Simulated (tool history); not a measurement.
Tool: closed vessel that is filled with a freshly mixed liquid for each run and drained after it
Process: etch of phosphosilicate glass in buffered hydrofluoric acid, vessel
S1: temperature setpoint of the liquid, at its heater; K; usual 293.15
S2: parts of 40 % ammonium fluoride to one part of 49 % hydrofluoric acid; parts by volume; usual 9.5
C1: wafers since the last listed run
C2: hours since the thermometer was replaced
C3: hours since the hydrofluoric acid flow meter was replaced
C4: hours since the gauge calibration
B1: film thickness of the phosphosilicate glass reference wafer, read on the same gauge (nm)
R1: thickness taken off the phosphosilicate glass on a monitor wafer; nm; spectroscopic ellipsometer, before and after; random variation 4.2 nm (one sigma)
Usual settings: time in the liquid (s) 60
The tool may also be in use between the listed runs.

{"run": 1, "hour": 0.0, "S1": 293.15, "S2": 9.5, "time in the liquid (s)": 60, "C1": 0, "C2": 0.4, "C3": 251.7, "C4": 563.3, "B1": 60.05, "R1": 537.55}
{"run": 2, "hour": 66.8, "S1": 293.15, "S2": 9.5, "time in the liquid (s)": 60, "C1": 8389, "C2": 67.2, "C3": 318.5, "C4": 630.1, "B1": 60.04, "R1": 542.37}
{"run": 3, "hour": 102.3, "S1": 293.15, "S2": 9.5, "time in the liquid (s)": 60, "C1": 4458, "C2": 102.7, "C3": 354.0, "C4": 665.6, "B1": 59.99, "R1": 545.05}
{"run": 4, "hour": 157.3, "S1": 293.15, "S2": 9.5, "time in the liquid (s)": 60, "C1": 6907, "C2": 157.7, "C3": 409.0, "C4": 720.6, "B1": 59.99, "R1": 551.0}
{"run": 5, "hour": 209.1, "S1": 293.15, "S2": 9.5, "time in the liquid (s)": 60, "C1": 6505, "C2": 209.5, "C3": 460.8, "C4": 772.4, "B1": 60.02, "R1": 544.96}
{"run": 6, "hour": 263.4, "S1": 293.15, "S2": 9.5, "time in the liquid (s)": 60, "C1": 6819, "C2": 263.8, "C3": 515.1, "C4": 826.7, "B1": 60.0, "R1": 552.27}
{"hour": 293.6, "done": "gauge calibrated"}
{"run": 7, "hour": 310.0, "S1": 293.15, "S2": 9.5, "time in the liquid (s)": 60, "C1": 5852, "C2": 310.4, "C3": 561.7, "C4": 16.4, "B1": 60.07, "R1": 559.82}
{"run": 8, "hour": 368.7, "S1": 293.15, "S2": 9.5, "time in the liquid (s)": 60, "C1": 7372, "C2": 369.1, "C3": 620.4, "C4": 75.1, "B1": 59.98, "R1": 563.08}
{"run": 9, "hour": 407.1, "S1": 293.15, "S2": 9.5, "time in the liquid (s)": 60, "C1": 4822, "C2": 407.5, "C3": 658.8, "C4": 113.5, "B1": 60.0, "R1": 560.8}
{"hour": 442.3, "done": "hydrofluoric acid flow meter replaced"}
{"run": 10, "hour": 442.8, "S1": 293.15, "S2": 9.5, "time in the liquid (s)": 75, "C1": 4358, "C2": 443.2, "C3": 0.5, "C4": 149.2, "B1": 59.95, "R1": 701.1}
{"run": 11, "hour": 495.4, "S1": 293.15, "S2": 9.5, "time in the liquid (s)": 60, "C1": 6606, "C2": 495.8, "C3": 53.1, "C4": 201.8, "B1": 60.0, "R1": 571.4}
{"run": 12, "hour": 521.9, "S1": 293.15, "S2": 9.5, "time in the liquid (s)": 60, "C1": 3328, "C2": 522.3, "C3": 79.6, "C4": 228.3, "B1": 60.03, "R1": 569.32}
{"hour": 543.8, "done": "thermometer replaced"}
{"run": 13, "hour": 590.6, "S1": 293.15, "S2": 7.0, "time in the liquid (s)": 90, "C1": 8502, "C2": 46.8, "C3": 148.3, "C4": 297.0, "B1": 59.98, "R1": 1107.11}
{"run": 14, "hour": 643.5, "S1": 295.15, "S2": 8.0, "time in the liquid (s)": 75, "C1": 6644, "C2": 99.7, "C3": 201.2, "C4": 349.9, "B1": 60.0, "R1": 887.96}
{"run": 15, "hour": 817.3, "S1": 293.15, "S2": 9.5, "time in the liquid (s)": 40, "C1": 21828, "C2": 273.5, "C3": 375.0, "C4": 523.7, "B1": 59.98, "R1": 367.96}
{"run": 16, "hour": 858.3, "S1": 290.15, "S2": 13.0, "time in the liquid (s)": 30, "C1": 5149, "C2": 314.5, "C3": 416.0, "C4": 564.7, "B1": 60.02, "R1": 176.52}
{"run": 17, "hour": 929.9, "S1": 293.15, "S2": 13.0, "time in the liquid (s)": 85, "C1": 8992, "C2": 386.1, "C3": 487.6, "C4": 636.3, "B1": 59.98, "R1": 588.8}

Forecast each of these 5 alternatives for the next run:
{"run": "A", "hour": 930.6, "S1": 293.15, "S2": 9.5, "time in the liquid (s)": 70, "C1": 87, "C2": 386.8, "C3": 488.3, "C4": 637.0, "B1": "?", "R1": "?"}
{"run": "B", "hour": 930.6, "S1": 290.15, "S2": 9.5, "time in the liquid (s)": 50, "C1": 87, "C2": 386.8, "C3": 488.3, "C4": 637.0, "B1": "?", "R1": "?"}
{"run": "C", "hour": 930.6, "S1": 297.15, "S2": 9.5, "time in the liquid (s)": 45, "C1": 87, "C2": 386.8, "C3": 488.3, "C4": 637.0, "B1": "?", "R1": "?"}
{"run": "D", "hour": 930.6, "S1": 295.65, "S2": 9.5, "time in the liquid (s)": 60, "C1": 87, "C2": 386.8, "C3": 488.3, "C4": 637.0, "B1": "?", "R1": "?"}
{"run": "E", "hour": 930.6, "S1": 295.65, "S2": 7.5, "time in the liquid (s)": 70, "C1": 87, "C2": 386.8, "C3": 488.3, "C4": 637.0, "B1": "?", "R1": "?"}

run=A B1=60.02 R1=654.74
run=B B1=60.02 R1=395.06
run=C B1=60.02 R1=524.37
run=D B1=60.02 R1=644.29
run=E B1=60.02 R1=947.51
Without the tool's hidden state the same runs would have given:
run=A R1=626.49
run=B R1=377.68
run=C R1=502.33
run=D R1=616.94
run=E R1=907.32
